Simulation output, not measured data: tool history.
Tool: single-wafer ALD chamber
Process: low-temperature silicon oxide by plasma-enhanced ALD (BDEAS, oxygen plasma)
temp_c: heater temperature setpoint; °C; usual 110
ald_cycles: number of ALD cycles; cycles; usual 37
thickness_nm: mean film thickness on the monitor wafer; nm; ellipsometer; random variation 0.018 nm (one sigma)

run,hour,temp_c,ald_cycles,"read-back reference wafer on the same gauge, thickness_nm",thickness_nm
1,0,110,37,5.833,5.528
2,49.8,110,37,5.839,5.536
3,75.4,117,35,5.844,5.194
4,112.7,117,35,5.854,5.211
5,149.1,120,37,5.863,5.441
6,202.1,120,37,5.868,5.465
7,261.4,115,37,5.879,5.537
8,294.1,115,37,5.884,5.564
9,327.7,115,37,5.892,5.557
# hour 354.2: gauge calibrated
10,381.3,110,32,5.794,4.77
11,428.8,110,32,5.795,4.743
12,475.2,110,32,5.808,4.763
13,525,110,37,5.817,5.529
14,557.5,110,37,5.817,5.542
15,587.2,122,39,5.832,5.686
16,618.9,96,41,5.83,6.311
17,685.9,110,41,5.85,6.133
18,718.2,104,42,5.858,6.41
19,752,110,37,5.859,5.537
20,781.6,124,37,5.864,5.427
21,835.8,96,34,5.876,5.281
22,872.1,121,37,5.885,5.475
# hour 892.1: thermocouple changed; heater temperature recalibrated
23,904,118,33,5.889,4.935
24,941.8,110,37,5.895,5.597
25,990.1,110,35,5.91,5.297
26,1024.8,110,37,5.907,5.598
27,1052.2,110,37,5.919,5.634
# hour 1065.8: gauge calibrated
28,1077.8,121,42,5.765,6.09
29,1129.7,102,31,5.767,4.648

Forecast each of these 3 alternatives for the next run:
A,1130.2,104,37,?,?
B,1130.2,122,40,?,?
C,1130.2,110,44,?,?

run,"read-back reference wafer on the same gauge, thickness_nm",thickness_nm
A,5.763,5.524
B,5.763,5.8
C,5.763,6.506
Without the tool's hidden state the same runs would have given:
run,thickness_nm
A,5.525
B,5.801
C,6.508

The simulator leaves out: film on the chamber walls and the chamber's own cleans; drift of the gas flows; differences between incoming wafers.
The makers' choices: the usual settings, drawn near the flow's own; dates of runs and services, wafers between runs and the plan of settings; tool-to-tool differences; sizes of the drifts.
